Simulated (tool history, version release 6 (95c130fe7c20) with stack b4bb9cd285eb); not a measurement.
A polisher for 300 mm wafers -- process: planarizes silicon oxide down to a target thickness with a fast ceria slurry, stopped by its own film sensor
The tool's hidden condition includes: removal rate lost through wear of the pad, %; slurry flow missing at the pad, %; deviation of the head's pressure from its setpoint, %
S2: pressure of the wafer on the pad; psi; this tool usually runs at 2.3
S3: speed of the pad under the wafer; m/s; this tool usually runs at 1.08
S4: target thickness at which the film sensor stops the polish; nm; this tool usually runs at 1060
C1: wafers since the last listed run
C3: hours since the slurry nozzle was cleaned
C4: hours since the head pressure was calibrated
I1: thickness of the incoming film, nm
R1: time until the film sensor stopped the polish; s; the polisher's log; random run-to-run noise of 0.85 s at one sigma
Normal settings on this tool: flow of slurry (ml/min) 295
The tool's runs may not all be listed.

Run 1, hour 0.0: usual settings; C1 0; wafers polished on this pad 645; C3 254.8; C4 1049.5; I1 2382.6. Result: R1 110.7 s.
At hour 40.3: worn pad replaced by a new one.
Run 2, hour 40.8: usual settings; C1 209; wafers polished on this pad 3; C3 295.6; C4 1090.3; I1 2352.3. Result: R1 104.3 s.
At hour 55.8: slurry nozzle cleaned.
Run 3, hour 70.5: usual settings; C1 163; wafers polished on this pad 166; C3 14.7; C4 1120.0; I1 2338.8. Result: R1 103.9 s.
Run 4, hour 100.5: usual settings; C1 171; wafers polished on this pad 337; C3 44.7; C4 1150.0; I1 2369.8. Result: R1 107.7 s.
Run 5, hour 116.5: usual settings; C1 91; wafers polished on this pad 429; C3 60.7; C4 1166.0; I1 2350.6. Result: R1 105.3 s.
Run 6, hour 131.7: usual settings; C1 86; wafers polished on this pad 515; C3 75.9; C4 1181.2; I1 2336.7. Result: R1 107.2 s.
Run 7, hour 157.8: usual settings; C1 148; wafers polished on this pad 664; C3 102.0; C4 1207.3; I1 2379.8. Result: R1 112.5 s.
Run 8, hour 181.1: usual settings; C1 132; wafers polished on this pad 797; C3 125.3; C4 1230.6; I1 2351.8. Result: R1 109.6 s.
At hour 195.2: worn pad replaced by a new one.
Run 9, hour 210.7: usual settings; C1 146; wafers polished on this pad 88; C3 154.9; C4 1260.2; I1 2349.2. Result: R1 117.7 s.
Run 10, hour 233.4: usual settings; C1 129; wafers polished on this pad 218; C3 177.6; C4 1282.9; I1 2383.1. Result: R1 122.5 s.
Run 11, hour 268.3: usual settings; C1 199; wafers polished on this pad 417; C3 212.5; C4 1317.8; I1 2351.7. Result: R1 122.1 s.
At hour 284.5: worn pad replaced by a new one, repeated, since the last time left the tool worse.
Run 12, hour 285.0: usual settings; C1 72; wafers polished on this pad 2; C3 229.2; C4 1334.5; I1 2378.4. Result: R1 106.4 s.
At hour 299.3: head pressure recalibrated.
Run 13, hour 299.7: usual settings but S2 2.8 psi, S4 1451 nm; C1 72; wafers polished on this pad 75; C3 243.9; C4 0.4; I1 2348.7. Result: R1 60.4 s.
Run 14, hour 316.7: usual settings but S4 643 nm; C1 96; wafers polished on this pad 172; C3 260.9; C4 17.4; I1 2364.5. Result: R1 140.5 s.
At hour 319.8: slurry nozzle cleaned.
Run 15, hour 344.4: usual settings but S4 1470 nm; C1 152; wafers polished on this pad 324; C3 24.6; C4 45.1; I1 2334.6. Result: R1 70.9 s.

What does the tool deliver on the next run?
Run 16, hour 379.0: usual settings but flow of slurry (ml/min) 210, S3 1.28 m/s; C1 197; wafers polished on this pad 521; C3 59.2; C4 79.7; I1 2382.1. Result: R1 ?.

Logged for run 16: R1 96.4 s.
The same run, on a tool lacking any hidden state, would have yielded R1 92.0 s.

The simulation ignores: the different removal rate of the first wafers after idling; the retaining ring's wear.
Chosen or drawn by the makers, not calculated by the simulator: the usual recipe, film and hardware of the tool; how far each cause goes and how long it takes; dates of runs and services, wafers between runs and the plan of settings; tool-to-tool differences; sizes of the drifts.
